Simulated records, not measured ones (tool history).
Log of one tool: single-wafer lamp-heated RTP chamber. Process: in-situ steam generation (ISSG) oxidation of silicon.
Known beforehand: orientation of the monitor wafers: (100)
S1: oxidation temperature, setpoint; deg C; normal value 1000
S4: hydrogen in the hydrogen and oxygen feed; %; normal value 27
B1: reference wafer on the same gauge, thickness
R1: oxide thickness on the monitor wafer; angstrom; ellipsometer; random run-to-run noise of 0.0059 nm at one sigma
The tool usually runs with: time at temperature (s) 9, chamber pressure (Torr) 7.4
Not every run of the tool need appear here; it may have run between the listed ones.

Run 1, day 0.000: usual settings; B1 4.229. Result: R1 39.94 angstrom.
Run 2, day 1.458: usual settings; B1 4.230. Result: R1 39.95 angstrom.
Run 3, day 6.117: usual settings; B1 4.230. Result: R1 40.25 angstrom.
Run 4, day 7.846: usual settings; B1 4.230. Result: R1 40.14 angstrom.
Run 5, day 10.446: usual settings; B1 4.230. Result: R1 40.26 angstrom.
Run 6, day 12.000: usual settings but time at temperature (s) 6, S4 31 %; B1 4.230. Result: R1 35.87 angstrom.
At day 12.467: pyrometer window cleaned and pyrometer calibrated.
Run 7, day 13.662: usual settings but time at temperature (s) 6, S4 31 %; B1 4.231. Result: R1 35.34 angstrom.
Run 8, day 16.475: usual settings but time at temperature (s) 6, S4 31 %; B1 4.228. Result: R1 35.28 angstrom.
Run 9, day 18.192: usual settings; B1 4.230. Result: R1 39.77 angstrom.
Run 10, day 19.783: usual settings but chamber pressure (Torr) 8.9, S4 19 %; B1 4.230. Result: R1 35.95 angstrom.
Run 11, day 21.438: usual settings but time at temperature (s) 10, S4 20 %; B1 4.232. Result: R1 38.20 angstrom.
At day 22.458: pressure gauge zeroed.
Run 12, day 23.558: usual settings but S1 1014 deg C, time at temperature (s) 12, chamber pressure (Torr) 6.9, S4 20 %; B1 4.231. Result: R1 43.35 angstrom.
Run 13, day 24.608: usual settings; B1 4.230. Result: R1 39.88 angstrom.
At day 25.338: gauge calibrated.
Run 14, day 25.879: usual settings; B1 4.229. Result: R1 39.78 angstrom.
At day 26.308: hydrogen flow controller replaced.
Run 15, day 28.267: usual settings but chamber pressure (Torr) 8.4; B1 4.231. Result: R1 39.69 angstrom.
Run 16, day 30.812: usual settings but S4 32 %; B1 4.230. Result: R1 42.11 angstrom.
Run 17, day 31.975: usual settings but S1 1009 deg C, chamber pressure (Torr) 6.9; B1 4.231. Result: R1 41.13 angstrom.
Run 18, day 33.167: usual settings; B1 4.230. Result: R1 40.12 angstrom.

Each row is a separate what-if for the run after 18, all from the same tool condition, not one after another. Results?
Run A, day 33.183: usual settings but S4 24 %; B1 ?. Result: R1 ?.
Run B, day 33.183: usual settings but chamber pressure (Torr) 6.9, S4 31 %; B1 ?. Result: R1 ?.
Run C, day 33.183: usual settings but chamber pressure (Torr) 6.9; B1 ?. Result: R1 ?.
Run D, day 33.183: usual settings but S1 1009 deg C, chamber pressure (Torr) 8.5; B1 ?. Result: R1 ?.

run     B1     R1
  A  4.230  38.71
  B  4.230  41.74
  C  4.230  39.95
  D  4.230  40.99
With no hidden state in the tool, these same runs would have given:
run     R1
  A  38.33
  B  41.32
  C  39.56
  D  40.56

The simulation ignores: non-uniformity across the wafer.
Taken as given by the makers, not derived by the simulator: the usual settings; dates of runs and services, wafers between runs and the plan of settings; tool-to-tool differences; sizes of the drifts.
